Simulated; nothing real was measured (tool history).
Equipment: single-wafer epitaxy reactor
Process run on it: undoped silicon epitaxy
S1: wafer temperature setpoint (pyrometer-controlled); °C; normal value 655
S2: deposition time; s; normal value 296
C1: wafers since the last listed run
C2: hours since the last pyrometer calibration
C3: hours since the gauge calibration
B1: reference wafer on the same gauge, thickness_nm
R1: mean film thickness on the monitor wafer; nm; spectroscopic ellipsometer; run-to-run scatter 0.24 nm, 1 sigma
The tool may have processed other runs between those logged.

Run 1, day 0.000: usual settings; C1 0; C2 1045.3; C3 244.5; B1 63.844. Result: R1 55.374 nm.
Run 2, day 2.517: usual settings; C1 430; C2 1105.7; C3 304.9; B1 63.777. Result: R1 55.003 nm.
Run 3, day 4.917: usual settings; C1 410; C2 1163.3; C3 362.5; B1 63.787. Result: R1 54.746 nm.
Run 4, day 7.871: usual settings but S1 666 °C; C1 504; C2 1234.2; C3 433.4; B1 63.756. Result: R1 71.401 nm.
Run 5, day 10.112: usual settings but S1 666 °C; C1 383; C2 1288.0; C3 487.2; B1 63.843. Result: R1 71.406 nm.
Run 6, day 11.383: usual settings but S1 666 °C; C1 217; C2 1318.5; C3 517.7; B1 63.754. Result: R1 71.101 nm.
Run 7, day 14.088: usual settings; C1 462; C2 1383.4; C3 582.6; B1 63.837. Result: R1 53.876 nm.
At day 14.225: gauge calibrated.
Run 8, day 15.671: usual settings; C1 270; C2 1421.4; C3 34.7; B1 63.808. Result: R1 54.352 nm.
Run 9, day 16.788: usual settings; C1 190; C2 1448.2; C3 61.5; B1 63.808. Result: R1 54.262 nm.
Run 10, day 18.138: usual settings; C1 230; C2 1480.6; C3 93.9; B1 63.812. Result: R1 54.054 nm.
At day 20.496: pyrometer calibrated.
Run 11, day 20.512: usual settings; C1 348; C2 0.4; C3 150.9; B1 63.743. Result: R1 56.986 nm.
Run 12, day 22.292: usual settings but S1 663 °C; C1 304; C2 43.1; C3 193.6; B1 63.742. Result: R1 68.812 nm.
Run 13, day 23.742: usual settings but S1 659 °C; C1 247; C2 77.9; C3 228.4; B1 63.882. Result: R1 62.996 nm.
Run 14, day 26.096: usual settings but S1 645 °C; C1 402; C2 134.4; C3 284.9; B1 63.757. Result: R1 44.405 nm.
Run 15, day 28.812: usual settings but S1 648 °C; C1 464; C2 199.6; C3 350.1; B1 63.760. Result: R1 47.492 nm.
Run 16, day 31.279: usual settings but S1 648 °C, S2 341 s; C1 421; C2 258.8; C3 409.3; B1 63.743. Result: R1 55.270 nm.
Run 17, day 33.404: usual settings but S1 641 °C, S2 345 s; C1 363; C2 309.8; C3 460.3; B1 63.763. Result: R1 46.408 nm.
Run 18, day 35.100: usual settings but S1 643 °C, S2 319 s; C1 289; C2 350.5; C3 501.0; B1 63.820. Result: R1 45.031 nm.
Run 19, day 36.504: usual settings; C1 239; C2 384.2; C3 534.7; B1 63.775. Result: R1 56.549 nm.
At day 36.542: gauge calibrated.
Run 20, day 38.800: usual settings; C1 392; C2 439.3; C3 54.2; B1 63.787. Result: R1 56.785 nm.
Run 21, day 40.638: usual settings; C1 314; C2 483.4; C3 98.3; B1 63.865. Result: R1 57.069 nm.
Run 22, day 48.988: usual settings but S1 646 °C, S2 346 s; C1 1427; C2 683.8; C3 298.7; B1 63.790. Result: R1 52.505 nm.
Run 23, day 50.146: usual settings but S1 646 °C, S2 311 s; C1 197; C2 711.6; C3 326.5; B1 63.776. Result: R1 47.088 nm.

What if the next run were any one of these 3? Each begins from the tool's condition after run 23:
Run A, day 50.167: usual settings; C1 3; C2 712.1; C3 327.0; B1 ?. Result: R1 ?.
Run B, day 50.167: usual settings but S1 664 °C, S2 343 s; C1 3; C2 712.1; C3 327.0; B1 ?. Result: R1 ?.
Run C, day 50.167: usual settings but S1 668 °C, S2 272 s; C1 3; C2 712.1; C3 327.0; B1 ?. Result: R1 ?.

run      B1      R1
  A  63.719  56.121
  B  63.719  80.941
  C  63.719  70.636
Had the tool no hidden state, the same runs would have come out as:
run      R1
  A  56.439
  B  81.391
  C  71.024
